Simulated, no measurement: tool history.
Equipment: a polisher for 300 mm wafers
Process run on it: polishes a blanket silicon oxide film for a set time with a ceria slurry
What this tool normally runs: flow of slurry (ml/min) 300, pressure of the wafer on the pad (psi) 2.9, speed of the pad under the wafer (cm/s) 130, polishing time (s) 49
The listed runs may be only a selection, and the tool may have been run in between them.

| run | day | flow of slurry (ml/min) | pressure of the wafer on the pad (psi) | speed of the pad under the wafer (cm/s) | polishing time (s) | wafers since the last listed run | wafers polished on this pad | hours since the slurry nozzle was cleaned | hours since the head pressure was calibrated | incoming thickness of the incoming film, nm | film removed (angstrom) |
|---|---|---|---|---|---|---|---|---|---|---|---|
| 1 | 0 | 300 | 2.9 | 130 | 49 | 0 | 845 | 111.3 | 1229.9 | 744.9 | 2391 |
|  | 0.267 | worn pad replaced by a new one |
| 2 | 0.608 | 300 | 2.9 | 130 | 49 | 80 | 61 | 125.9 | 1244.5 | 763.7 | 2469 |
| 3 | 0.875 | 300 | 2.9 | 130 | 49 | 48 | 110 | 132.3 | 1250.9 | 758.4 | 2419 |
| 4 | 1.458 | 300 | 2.9 | 130 | 49 | 106 | 217 | 146.3 | 1264.9 | 751.3 | 2400 |
| 5 | 2.217 | 300 | 2.9 | 130 | 49 | 138 | 355 | 164.5 | 1283.1 | 748.5 | 2433 |
| 6 | 2.792 | 300 | 2.9 | 130 | 49 | 104 | 460 | 178.3 | 1296.9 | 747.9 | 2404 |
| 7 | 3.079 | 300 | 3.5 | 130 | 49 | 52 | 512 | 185.2 | 1303.8 | 755 | 2937 |
| 8 | 3.454 | 300 | 2.9 | 130 | 49 | 68 | 581 | 194.2 | 1312.8 | 745.7 | 2431 |
| 9 | 4.062 | 300 | 2.9 | 130 | 49 | 110 | 692 | 208.8 | 1327.4 | 738.2 | 2370 |
|  | 4.608 | head pressure recalibrated |
| 10 | 4.662 | 300 | 2.9 | 114 | 49 | 94 | 786 | 223.2 | 1.3 | 746.3 | 2168 |
|  | 5.208 | worn pad replaced by a new one |
| 11 | 5.325 | 300 | 2.6 | 130 | 49 | 90 | 21 | 239.1 | 17.2 | 737.4 | 2139 |
| 12 | 5.988 | 300 | 2.6 | 130 | 49 | 120 | 142 | 255 | 33.1 | 750.2 | 2158 |
| 13 | 6.375 | 275 | 2.9 | 130 | 43 | 70 | 212 | 264.3 | 42.4 | 742.3 | 2099 |
| 14 | 6.812 | 275 | 2.9 | 130 | 43 | 79 | 292 | 274.8 | 52.9 | 758.8 | 2039 |
| 15 | 7.104 | 300 | 2.9 | 106 | 49 | 53 | 345 | 281.8 | 59.9 | 745.1 | 1995 |
| 16 | 7.462 | 300 | 2.9 | 130 | 49 | 65 | 411 | 290.4 | 68.5 | 757.9 | 2372 |
| 17 | 7.842 | 300 | 2.9 | 130 | 35 | 69 | 480 | 299.5 | 77.6 | 751 | 1712 |
| 18 | 8.438 | 300 | 2.9 | 164 | 57 | 108 | 589 | 313.8 | 91.9 | 753.6 | 3352 |
| 19 | 8.929 | 300 | 2.9 | 170 | 44 | 89 | 678 | 325.6 | 103.7 | 749.7 | 2692 |
| 20 | 9.346 | 300 | 2.9 | 130 | 49 | 76 | 754 | 335.6 | 113.7 | 743.4 | 2374 |
|  | 9.567 | worn pad replaced by a new one |
| 21 | 9.617 | 300 | 2.9 | 130 | 49 | 19 | 9 | 342.1 | 120.2 | 738.9 | 2368 |
| 22 | 9.967 | 300 | 2.9 | 90 | 49 | 63 | 73 | 350.5 | 128.6 | 751.4 | 1813 |
|  | 10.625 | slurry nozzle cleaned |
| 23 | 10.712 | 335 | 3.2 | 148 | 35 | 128 | 201 | 2.1 | 146.5 | 738.8 | 2211 |
| 24 | 11.312 | 300 | 2.9 | 130 | 49 | 109 | 310 | 16.5 | 160.9 | 752 | 2432 |
| 25 | 11.792 | 240 | 2.9 | 130 | 49 | 87 | 398 | 28 | 172.4 | 753.6 | 2443 |
| 26 | 12.158 | 375 | 2.3 | 130 | 49 | 66 | 465 | 36.8 | 181.2 | 754.1 | 2007 |
| 27 | 12.571 | 300 | 2.9 | 130 | 49 | 75 | 540 | 46.7 | 191.1 | 755.4 | 2450 |
| 28 | 12.825 | 200 | 2.6 | 170 | 60 | 46 | 586 | 52.8 | 197.2 | 755.9 | 3084 |
| 29 | 13.546 | 365 | 2.3 | 84 | 41 | 131 | 718 | 70.1 | 214.5 | 761.8 | 1196 |
|  | 14.121 | worn pad replaced by a new one |
| 30 | 14.154 | 300 | 3.3 | 130 | 49 | 80 | 6 | 84.7 | 229.1 | 742.1 | 2751 |
| 31 | 14.721 | 300 | 3.6 | 130 | 49 | 103 | 109 | 98.3 | 242.7 | 752 | 3006 |
| 32 | 15.371 | 300 | 2.9 | 130 | 49 | 118 | 228 | 113.9 | 258.3 | 751.9 | 2429 |
| 33 | 16.033 | 300 | 2.9 | 130 | 49 | 120 | 349 | 129.8 | 274.2 | 752 | 2422 |
| 34 | 16.721 | 300 | 2.9 | 130 | 49 | 125 | 474 | 146.3 | 290.7 | 747.6 | 2421 |
| 35 | 17.171 | 300 | 2.9 | 130 | 49 | 82 | 556 | 157.1 | 301.5 | 763 | 2393 |
| 36 | 17.829 | 300 | 2.9 | 130 | 49 | 120 | 676 | 172.9 | 317.3 | 748.2 | 2356 |
|  | 18.867 | worn pad replaced by a new one |
| 37 | 18.888 | 400 | 2.4 | 168 | 49 | 162 | 3 | 198.3 | 342.7 | 748 | 2498 |
| 38 | 19.242 | 300 | 2.9 | 98 | 49 | 64 | 68 | 206.8 | 351.2 | 754.3 | 1893 |

For some of the steps in film removed (angstrom) from one run to the next: how much would appear even if the tool had no hidden state, given the settings, what came in and random variation, and how much remains for the hidden state plus any gauge scatter that the measured result and the result without hidden state don't share?
The hidden state here: removal rate lost through wear of the pad, %; slurry flow missing at the pad, %; deviation of the head's pressure from its setpoint, %.
Run 17 -> 18: speed of the pad under the wafer (cm/s) 130 -> 164, polishing time (s) 35 -> 57. film removed (angstrom) +1640: hidden state -107, all else +1747.
Run 22 -> 23: flow of slurry (ml/min) 300 -> 335, pressure of the wafer on the pad (psi) 2.9 -> 3.2, speed of the pad under the wafer (cm/s) 90 -> 148, polishing time (s) 49 -> 35, slurry nozzle cleaned. film removed (angstrom) +398: hidden state +103, all else +295.
Run 28 -> 29: flow of slurry (ml/min) 200 -> 365, pressure of the wafer on the pad (psi) 2.6 -> 2.3, speed of the pad under the wafer (cm/s) 170 -> 84, polishing time (s) 60 -> 41. film removed (angstrom) -1888: hidden state +102, all else -1990.
Run 29 -> 30: flow of slurry (ml/min) 365 -> 300, pressure of the wafer on the pad (psi) 2.3 -> 3.3, speed of the pad under the wafer (cm/s) 84 -> 130, polishing time (s) 41 -> 49, worn pad replaced by a new one. film removed (angstrom) +1555: hidden state -75, all else +1630.
